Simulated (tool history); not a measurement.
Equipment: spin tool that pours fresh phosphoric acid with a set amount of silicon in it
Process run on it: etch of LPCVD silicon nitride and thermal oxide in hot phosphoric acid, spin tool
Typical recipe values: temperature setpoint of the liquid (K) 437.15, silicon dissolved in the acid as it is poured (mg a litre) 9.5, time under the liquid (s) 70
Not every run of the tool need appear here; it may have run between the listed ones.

run	hour	temperature setpoint of the liquid (K)	silicon dissolved in the acid as it is poured (mg a litre)	time under the liquid (s)	wafers since the last listed run	hours since the thermometer was replaced	hours since the dissolved silicon flow meter was replaced	hours since the heated supply line was repaired	hours since the gauge calibration	read-back film thickness of the LPCVD silicon nitride reference wafer, read on the same gauge (nm)	thickness taken off the LPCVD silicon nitride on a monitor wafer (Å)
1	0.0	437.15	5.5	90	0	2254.3	1018.4	1811.1	363.8	70.03	89.1
2	14.1	437.15	5.5	90	107	2268.4	1032.5	1825.2	377.9	69.99	88.8
3	27.6	437.15	5.5	90	103	2281.9	1046.0	1838.7	391.4	70.01	88.1
4	49.3	437.15	9.5	90	166	2303.6	1067.7	1860.4	413.1	69.99	87.6
5	68.3	439.15	12.0	70	145	2322.6	1086.7	1879.4	432.1	70.00	74.6
# hour 82.6: dissolved silicon flow meter replaced
6	97.6	437.15	9.5	70	216	2351.9	15.0	1908.7	461.4	70.01	69.8
7	112.3	439.65	15.0	60	112	2366.6	29.7	1923.4	476.1	70.01	63.7
8	145.4	439.65	9.5	85	253	2399.7	62.8	1956.5	509.2	70.00	91.7
9	170.6	438.15	17.0	85	193	2424.9	88.0	1981.7	534.4	69.99	85.4
# hour 189.2: thermometer replaced
10	202.6	437.15	9.5	70	237	13.4	120.0	2013.7	566.4	70.00	68.7
11	217.7	436.15	11.5	50	115	28.5	135.1	2028.8	581.5	70.01	47.0

The next listed run, before its measurement:
12	239.4	440.15	9.5	35	166	50.2	156.8	2050.5	603.2	?	?

For run 12 the tool returned read-back film thickness of the LPCVD silicon nitride reference wafer, read on the same gauge (nm) 70.00, thickness taken off the LPCVD silicon nitride on a monitor wafer (Å) 38.1.
Minus the tool's unlogged condition, the same run would have read thickness taken off the LPCVD silicon nitride on a monitor wafer (Å) 41.1.

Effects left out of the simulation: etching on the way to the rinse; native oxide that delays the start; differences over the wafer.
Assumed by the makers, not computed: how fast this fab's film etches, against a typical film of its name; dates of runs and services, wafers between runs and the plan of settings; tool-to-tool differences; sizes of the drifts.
